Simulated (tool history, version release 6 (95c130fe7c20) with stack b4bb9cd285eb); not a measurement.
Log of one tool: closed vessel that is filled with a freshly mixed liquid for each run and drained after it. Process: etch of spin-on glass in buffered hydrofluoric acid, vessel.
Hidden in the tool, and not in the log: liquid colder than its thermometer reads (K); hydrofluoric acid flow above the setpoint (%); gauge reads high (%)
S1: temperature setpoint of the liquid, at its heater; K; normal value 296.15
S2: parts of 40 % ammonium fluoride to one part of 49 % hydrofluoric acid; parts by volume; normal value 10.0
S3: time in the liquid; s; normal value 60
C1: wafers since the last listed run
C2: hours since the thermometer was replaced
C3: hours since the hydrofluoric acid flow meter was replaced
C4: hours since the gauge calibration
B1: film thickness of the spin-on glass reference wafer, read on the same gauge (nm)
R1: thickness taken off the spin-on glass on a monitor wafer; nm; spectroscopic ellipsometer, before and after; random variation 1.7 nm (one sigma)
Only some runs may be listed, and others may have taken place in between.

run,hour,S1,S2,S3,C1,C2,C3,C4,B1,R1
1,0.0,296.15,12.5,60,0,562.1,1057.9,1206.0,60.04,218.78
2,82.7,296.15,12.5,60,7564,644.8,1140.6,1288.7,60.00,215.53
# hour 187.1: thermometer replaced
3,188.9,296.15,12.5,60,9621,1.8,1246.8,1394.9,59.97,232.12
4,243.2,296.15,10.0,50,4966,56.1,1301.1,1449.2,60.03,238.06
5,287.9,296.15,10.0,60,4088,100.8,1345.8,1493.9,60.01,285.47
6,377.6,296.15,10.0,60,8204,190.5,1435.5,1583.6,60.01,283.36
7,478.6,296.15,10.0,60,9237,291.5,1536.5,1684.6,59.96,281.62
8,584.2,296.15,10.0,60,9658,397.1,1642.1,1790.2,60.01,275.86
9,641.8,296.15,10.0,60,5268,454.7,1699.7,1847.8,60.02,277.29
10,687.9,298.65,10.0,60,4216,500.8,1745.8,1893.9,60.00,311.19
# hour 715.1: gauge calibrated
# hour 758.2: thermometer replaced
11,783.5,292.65,10.0,60,8652,25.3,1841.4,68.4,60.01,210.11
12,859.5,296.15,10.0,80,6951,101.3,1917.4,144.4,59.98,340.15
13,919.4,297.65,7.0,35,5478,161.2,1977.3,204.3,60.01,224.97
# hour 992.8: thermometer replaced, repeated, since the last time left the tool worse
14,1008.9,299.15,9.0,60,8094,16.1,2066.8,293.8,60.01,361.41
15,1109.4,296.15,10.0,75,9192,116.6,2167.3,394.3,59.98,354.88
16,1163.2,299.15,8.0,60,4920,170.4,2221.1,448.1,59.99,403.87
17,1270.4,296.15,10.0,60,9804,277.6,2328.3,555.3,60.00,278.70
# hour 1295.2: hydrofluoric acid flow meter replaced
18,1329.9,296.15,10.0,60,5350,337.1,34.7,614.8,60.01,275.12
19,1370.5,300.15,10.0,60,3713,377.7,75.3,655.4,59.99,342.73
20,1467.4,300.15,10.0,60,8862,474.6,172.2,752.3,60.03,340.05
21,1550.8,296.15,7.5,60,7628,558.0,255.6,835.7,60.01,352.01
22,1658.8,300.65,7.0,75,9878,666.0,363.6,943.7,59.98,598.96
# hour 1667.3: thermometer replaced
23,1753.1,300.15,12.0,60,8533,85.8,457.9,1038.0,59.99,295.44

Here are 5 independent what-if runs from the current tool condition. What would each one return?
A,1753.8,296.15,10.0,35,64,86.5,458.6,1038.7,?,?
B,1753.8,299.15,7.5,75,64,86.5,458.6,1038.7,?,?
C,1753.8,296.15,13.5,50,64,86.5,458.6,1038.7,?,?
D,1753.8,296.15,12.5,40,64,86.5,458.6,1038.7,?,?
E,1753.8,291.65,11.5,45,64,86.5,458.6,1038.7,?,?

run,B1,R1
A,59.98,165.01
B,59.98,541.94
C,59.98,175.84
D,59.98,151.69
E,59.98,144.01
Had the tool no hidden state, the same runs would have come out as:
run,R1
A,167.38
B,549.57
C,178.37
D,153.87
E,146.14
